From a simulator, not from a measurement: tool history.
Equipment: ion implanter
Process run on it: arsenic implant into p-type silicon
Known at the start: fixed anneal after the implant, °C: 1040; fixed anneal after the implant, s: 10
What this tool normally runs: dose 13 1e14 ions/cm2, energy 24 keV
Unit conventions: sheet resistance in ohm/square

| run | day | dose | energy | wafers since the last listed run | hours since the last dose calibration | hours since the extraction supply was calibrated | hours since the gauge calibration | read-back reference wafer on the same gauge, sheet resistance | sheet resistance |
|---|---|---|---|---|---|---|---|---|---|
| 1 | 0 | 13 | 24 | 0 | 2227 | 5969.8 | 304.2 | 92.07 | 104.44 |
| 2 | 0.642 | 13 | 26 | 175 | 2242.4 | 5985.2 | 319.6 | 91.92 | 102.23 |
| 3 | 1.333 | 13 | 26 | 188 | 2259 | 6001.8 | 336.2 | 92.02 | 101.23 |
| 4 | 1.904 | 13 | 24 | 155 | 2272.7 | 6015.5 | 349.9 | 92.06 | 105.39 |
| 5 | 2.538 | 13 | 24 | 172 | 2287.9 | 6030.7 | 365.1 | 92.08 | 104.35 |
| 6 | 2.838 | 13 | 24 | 81 | 2295.1 | 6037.9 | 372.3 | 91.99 | 105.48 |
| 7 | 3.529 | 13 | 24 | 188 | 2311.7 | 6054.5 | 388.9 | 91.98 | 104.64 |
|  | 3.55 | gauge calibrated |
|  | 4.179 | Faraday cup replaced and dose calibrated |
| 8 | 4.2 | 13 | 24 | 92 | 0.5 | 6070.6 | 15.6 | 92.03 | 105.03 |
| 9 | 4.475 | 13 | 28.5 | 75 | 7.1 | 6077.2 | 22.2 | 92.07 | 100.12 |
|  | 4.933 | extraction supply calibrated |
| 10 | 4.954 | 13 | 28.5 | 39 | 18.6 | 0.5 | 33.7 | 91.98 | 100.69 |
| 11 | 5.438 | 13 | 28.5 | 131 | 30.2 | 12.1 | 45.3 | 91.89 | 100.46 |
| 12 | 6.092 | 13 | 24 | 178 | 45.9 | 27.8 | 61 | 92.19 | 104.32 |
| 13 | 7.496 | 13 | 24 | 383 | 79.6 | 61.5 | 94.7 | 91.86 | 104.66 |
| 14 | 7.767 | 13 | 20 | 73 | 86.1 | 68 | 101.2 | 92.02 | 109.65 |
| 15 | 8.071 | 13 | 20 | 83 | 93.4 | 75.3 | 108.5 | 91.93 | 109.19 |
| 16 | 8.45 | 13 | 24 | 103 | 102.5 | 84.4 | 117.6 | 91.97 | 104.45 |
| 17 | 9.046 | 14.49 | 30 | 162 | 116.8 | 98.7 | 131.9 | 92.02 | 93.68 |
| 18 | 9.579 | 15.13 | 28 | 145 | 129.6 | 111.5 | 144.7 | 91.86 | 94.45 |
| 19 | 10.05 | 13 | 24 | 128 | 140.9 | 122.8 | 156 | 91.99 | 104.78 |
| 20 | 10.354 | 15.11 | 28 | 83 | 148.2 | 130.1 | 163.3 | 91.97 | 94.63 |
| 21 | 10.979 | 14.5 | 30.5 | 170 | 163.2 | 145.1 | 178.3 | 92.12 | 94.07 |
| 22 | 11.425 | 15.32 | 27.5 | 121 | 173.9 | 155.8 | 189 | 92.01 | 93.96 |
| 23 | 11.858 | 13 | 21.5 | 118 | 184.3 | 166.2 | 199.4 | 91.75 | 107.36 |
| 24 | 12.25 | 10.87 | 29 | 106 | 193.7 | 175.6 | 208.8 | 91.94 | 109.98 |
| 25 | 12.788 | 10.87 | 29 | 146 | 206.6 | 188.5 | 221.7 | 91.97 | 110.29 |
| 26 | 13.229 | 13 | 24 | 120 | 217.2 | 199.1 | 232.3 | 92.03 | 105.19 |
| 27 | 13.904 | 13 | 24 | 184 | 233.4 | 215.3 | 248.5 | 92.11 | 104.77 |
| 28 | 14.312 | 13 | 24 | 111 | 243.2 | 225.1 | 258.3 | 91.86 | 104.32 |
| 29 | 14.867 | 15.29 | 16.5 | 151 | 256.5 | 238.4 | 271.6 | 92 | 108.71 |
| 30 | 16.079 | 14.97 | 24 | 331 | 285.6 | 267.5 | 300.7 | 92.11 | 98.56 |
| 31 | 16.788 | 11.64 | 20 | 193 | 302.6 | 284.5 | 317.7 | 92.08 | 115.75 |
| 32 | 17.142 | 11.53 | 24 | 96 | 311.1 | 293 | 326.2 | 91.99 | 110.58 |
| 33 | 17.754 | 15.13 | 28 | 167 | 325.8 | 307.7 | 340.9 | 92.17 | 95.41 |
| 34 | 18.408 | 13 | 27 | 178 | 341.5 | 323.4 | 356.6 | 92.17 | 100.98 |
| 35 | 20.054 | 13 | 24 | 449 | 381 | 362.9 | 396.1 | 92.1 | 104.63 |
|  | 20.092 | gauge calibrated |
| 36 | 20.458 | 11.53 | 16 | 110 | 390.7 | 372.6 | 8.8 | 92.06 | 119.77 |

Describe how what the log doesn't record of the tool's condition differs between the last listed run preceding each entry between runs and the first listed run following it.
Runs 7 to 8: gauge calibrated (day 3.55); Faraday cup replaced and dose calibrated (day 4.179)
  nothing in the hidden state changes from one run to the other
Runs 9 to 10: extraction supply calibrated (day 4.933)
  nothing in the hidden state changes from one run to the other
Runs 35 to 36: gauge calibrated (day 20.092)
  nothing in the hidden state changes from one run to the other

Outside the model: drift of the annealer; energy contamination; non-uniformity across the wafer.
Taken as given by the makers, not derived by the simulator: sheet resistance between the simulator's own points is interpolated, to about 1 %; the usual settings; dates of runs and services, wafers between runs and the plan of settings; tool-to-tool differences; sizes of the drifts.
